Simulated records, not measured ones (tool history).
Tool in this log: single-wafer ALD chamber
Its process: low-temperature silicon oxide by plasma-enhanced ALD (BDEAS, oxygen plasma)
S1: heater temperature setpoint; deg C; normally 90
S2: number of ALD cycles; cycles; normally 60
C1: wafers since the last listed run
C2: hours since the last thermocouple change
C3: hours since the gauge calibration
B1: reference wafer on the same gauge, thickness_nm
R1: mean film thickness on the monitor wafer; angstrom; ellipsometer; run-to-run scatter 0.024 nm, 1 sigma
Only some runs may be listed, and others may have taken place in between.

Run 1, day 0.000: usual settings but S1 82 deg C; C1 0; C2 1135.7; C3 531.3; B1 10.257. Result: R1 86.79 angstrom.
Run 2, day 3.679: usual settings but S1 82 deg C; C1 531; C2 1224.0; C3 619.6; B1 10.254. Result: R1 86.89 angstrom.
Run 3, day 6.054: usual settings; C1 342; C2 1281.0; C3 676.6; B1 10.263. Result: R1 84.24 angstrom.
Run 4, day 7.933: usual settings; C1 271; C2 1326.1; C3 721.7; B1 10.260. Result: R1 83.90 angstrom.
Run 5, day 12.046: usual settings but S1 81 deg C; C1 593; C2 1424.8; C3 820.4; B1 10.249. Result: R1 86.92 angstrom.
Run 6, day 14.408: usual settings but S1 84 deg C, S2 63 cycles; C1 341; C2 1481.5; C3 877.1; B1 10.258. Result: R1 90.83 angstrom.
At day 15.858: thermocouple changed; heater temperature recalibrated.
Run 7, day 17.600: usual settings but S1 84 deg C, S2 63 cycles; C1 412; C2 41.8; C3 953.7; B1 10.248. Result: R1 92.79 angstrom.
At day 20.242: gauge calibrated.
Run 8, day 21.196: usual settings but S1 84 deg C, S2 63 cycles; C1 519; C2 128.1; C3 22.9; B1 10.263. Result: R1 92.03 angstrom.
Run 9, day 22.858: usual settings but S2 57 cycles; C1 239; C2 168.0; C3 62.8; B1 10.268. Result: R1 81.59 angstrom.
Run 10, day 25.758: usual settings but S2 50 cycles; C1 418; C2 237.6; C3 132.4; B1 10.252. Result: R1 71.32 angstrom.
Run 11, day 28.488: usual settings but S1 77 deg C; C1 393; C2 303.1; C3 197.9; B1 10.260. Result: R1 90.07 angstrom.
Run 12, day 31.271: usual settings but S1 84 deg C, S2 63 cycles; C1 401; C2 369.9; C3 264.7; B1 10.265. Result: R1 92.24 angstrom.
Run 13, day 33.800: usual settings but S1 104 deg C, S2 49 cycles; C1 365; C2 430.6; C3 325.4; B1 10.259. Result: R1 66.94 angstrom.
Run 14, day 38.017: usual settings but S2 69 cycles; C1 608; C2 531.8; C3 426.6; B1 10.263. Result: R1 98.19 angstrom.
Run 15, day 40.183: usual settings but S1 94 deg C, S2 72 cycles; C1 312; C2 583.8; C3 478.6; B1 10.263. Result: R1 100.41 angstrom.

Here are 4 independent what-if runs from the current tool condition. What would each one return?
Run A, day 40.204: usual settings; C1 3; C2 584.3; C3 479.1; B1 ?. Result: R1 ?.
Run B, day 40.204: usual settings but S2 56 cycles; C1 3; C2 584.3; C3 479.1; B1 ?. Result: R1 ?.
Run C, day 40.204: usual settings but S1 83 deg C, S2 66 cycles; C1 3; C2 584.3; C3 479.1; B1 ?. Result: R1 ?.
Run D, day 40.204: usual settings but S1 80 deg C; C1 3; C2 584.3; C3 479.1; B1 ?. Result: R1 ?.

run      B1     R1
  A  10.261  85.10
  B  10.261  79.43
  C  10.261  96.22
  D  10.261  88.49
Take away the tool's hidden state, keep each run's random variation, and the runs would have read:
run     R1
  A  85.41
  B  79.72
  C  96.56
  D  88.80
